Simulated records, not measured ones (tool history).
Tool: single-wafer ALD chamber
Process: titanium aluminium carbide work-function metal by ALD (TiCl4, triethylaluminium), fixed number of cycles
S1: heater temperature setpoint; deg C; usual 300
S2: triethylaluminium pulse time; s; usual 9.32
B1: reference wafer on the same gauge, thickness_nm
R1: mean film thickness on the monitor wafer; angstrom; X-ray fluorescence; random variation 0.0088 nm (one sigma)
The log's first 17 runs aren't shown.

Run 18, hour 276.6: usual settings but S1 291 deg C, S2 11.77 s; B1 2.229. Result: R1 18.27 angstrom.
Run 19, hour 285.9: usual settings but S2 5.78 s; B1 2.231. Result: R1 16.03 angstrom.
Run 20, hour 293.9: usual settings but S2 10.58 s; B1 2.231. Result: R1 18.6 angstrom.
Run 21, hour 307.4: usual settings but S1 288 deg C; B1 2.231. Result: R1 17.65 angstrom.
Run 22, hour 317.1: usual settings; B1 2.232. Result: R1 18.41 angstrom.
Run 23, hour 326.4: usual settings but S1 287 deg C, S2 11.08 s; B1 2.225. Result: R1 18.07 angstrom.
Run 24, hour 333.7: usual settings but S1 290 deg C, S2 11.25 s; B1 2.23. Result: R1 18.29 angstrom.
Run 25, hour 342.2: usual settings; B1 2.23. Result: R1 18.25 angstrom.
Run 26, hour 349.2: usual settings but S2 11.35 s; B1 2.232. Result: R1 18.79 angstrom.
Run 27, hour 358: usual settings; B1 2.228. Result: R1 18.37 angstrom.
Run 28, hour 364.5: usual settings but S1 310 deg C, S2 10.45 s; B1 2.23. Result: R1 19.28 angstrom.
Run 29, hour 374.7: usual settings; B1 2.233. Result: R1 18.37 angstrom.
Run 30, hour 383.6: usual settings but S1 305 deg C, S2 12.77 s; B1 2.232. Result: R1 19.46 angstrom.
Run 31, hour 391.1: usual settings but S1 305 deg C; B1 2.229. Result: R1 18.67 angstrom.
Run 32, hour 400.3: usual settings; B1 2.234. Result: R1 18.34 angstrom.

Forecast each of these 5 alternatives for the next run:
Run A, hour 400.7: usual settings; B1 ?. Result: R1 ?.
Run B, hour 400.7: usual settings but S1 308 deg C; B1 ?. Result: R1 ?.
Run C, hour 400.7: usual settings but S1 290 deg C, S2 12.38 s; B1 ?. Result: R1 ?.
Run D, hour 400.7: usual settings but S1 311 deg C, S2 6.52 s; B1 ?. Result: R1 ?.
Run E, hour 400.7: usual settings but S1 294 deg C, S2 6.84 s; B1 ?. Result: R1 ?.

run     B1     R1
  A  2.234  18.32
  B  2.234  18.89
  C  2.234  18.35
  D  2.234  17.24
  E  2.234  16.45
Without the tool's hidden state the same runs would have given:
run     R1
  A  18.74
  B  19.31
  C  18.54
  D  18.01
  E  17.13
